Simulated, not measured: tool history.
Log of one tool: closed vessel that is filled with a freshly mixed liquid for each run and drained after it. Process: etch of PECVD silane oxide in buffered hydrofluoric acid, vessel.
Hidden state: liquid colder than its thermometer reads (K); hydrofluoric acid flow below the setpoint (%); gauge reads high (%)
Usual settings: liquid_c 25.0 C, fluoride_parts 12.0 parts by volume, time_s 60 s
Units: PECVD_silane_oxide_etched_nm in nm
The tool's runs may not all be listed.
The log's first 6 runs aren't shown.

run,day,liquid_c,fluoride_parts,time_s,wafers since the last listed run,hours since the thermometer was replaced,hours since the hydrofluoric acid flow meter was replaced,hours since the gauge calibration,"read-back film thickness of the PECVD silane oxide reference wafer, read on the same gauge (nm)",PECVD_silane_oxide_etched_nm
7,5.596,25.0,12.0,60,1596,1245.5,2186.1,455.4,109.99,79.19
8,6.954,25.0,12.0,60,3193,1278.1,2218.7,488.0,110.02,78.34
9,7.812,22.5,12.0,35,2017,1298.7,2239.3,508.6,109.97,38.85
10,8.404,22.5,12.0,35,1390,1312.9,2253.5,522.8,109.99,39.21
11,9.308,22.5,12.0,35,2125,1334.6,2275.2,544.5,109.98,39.15
# day 10.079: hydrofluoric acid flow meter replaced
12,10.267,25.0,12.0,35,2155,1357.6,4.5,567.5,110.00,52.33
13,11.317,25.0,12.0,35,2468,1382.8,29.7,592.7,110.02,51.97
14,12.325,24.0,12.0,60,2370,1407.0,53.9,616.9,109.99,82.90
15,12.967,24.0,12.0,60,1508,1422.4,69.3,632.3,109.98,85.11
16,13.604,20.5,12.0,60,1498,1437.7,84.6,647.6,109.97,68.51
17,14.462,25.0,12.0,60,2017,1458.3,105.2,668.2,109.99,87.78
18,15.025,25.0,12.0,60,1322,1471.8,118.7,681.7,110.02,88.19
# day 15.862: gauge calibrated
# day 16.712: thermometer replaced
19,18.671,25.0,12.0,60,8473,47.0,206.2,67.4,109.99,87.06
20,19.671,23.0,16.5,85,2350,71.0,230.2,91.4,109.97,81.97
21,20.362,27.5,8.0,85,1626,87.6,246.8,108.0,110.00,205.07
22,20.908,25.0,12.0,75,1283,100.7,259.9,121.1,109.97,109.92
23,21.942,25.0,12.0,70,2429,125.5,284.7,145.9,110.00,101.36
24,22.846,25.0,12.0,60,2125,147.2,306.4,167.6,109.99,88.58
25,23.904,25.0,12.0,60,2488,172.6,331.8,193.0,110.00,89.00
26,25.367,25.0,14.5,95,3438,207.7,366.9,228.1,109.98,114.27
27,26.121,22.5,14.5,60,1772,225.8,385.0,246.2,110.00,63.84
28,28.417,25.0,12.0,60,5397,280.9,440.1,301.3,109.98,87.95
29,29.033,20.0,7.0,60,1449,295.7,454.9,316.1,110.02,108.78
30,29.812,26.5,7.5,70,1831,314.4,473.6,334.8,109.99,171.62

4 ways to go on from here, each from the tool as it stands after run 30. What would each give?
A,29.842,28.5,12.0,60,68,315.1,474.3,335.5,?,?
B,29.842,23.0,14.5,30,68,315.1,474.3,335.5,?,?
C,29.842,28.0,9.0,70,68,315.1,474.3,335.5,?,?
D,29.842,20.0,12.0,60,68,315.1,474.3,335.5,?,?

run,"read-back film thickness of the PECVD silane oxide reference wafer, read on the same gauge (nm)",PECVD_silane_oxide_etched_nm
A,110.00,106.85
B,110.00,32.98
C,110.00,156.87
D,110.00,67.24
Without the tool's hidden state the same runs would have given:
run,PECVD_silane_oxide_etched_nm
A,110.71
B,34.18
C,160.49
D,69.67

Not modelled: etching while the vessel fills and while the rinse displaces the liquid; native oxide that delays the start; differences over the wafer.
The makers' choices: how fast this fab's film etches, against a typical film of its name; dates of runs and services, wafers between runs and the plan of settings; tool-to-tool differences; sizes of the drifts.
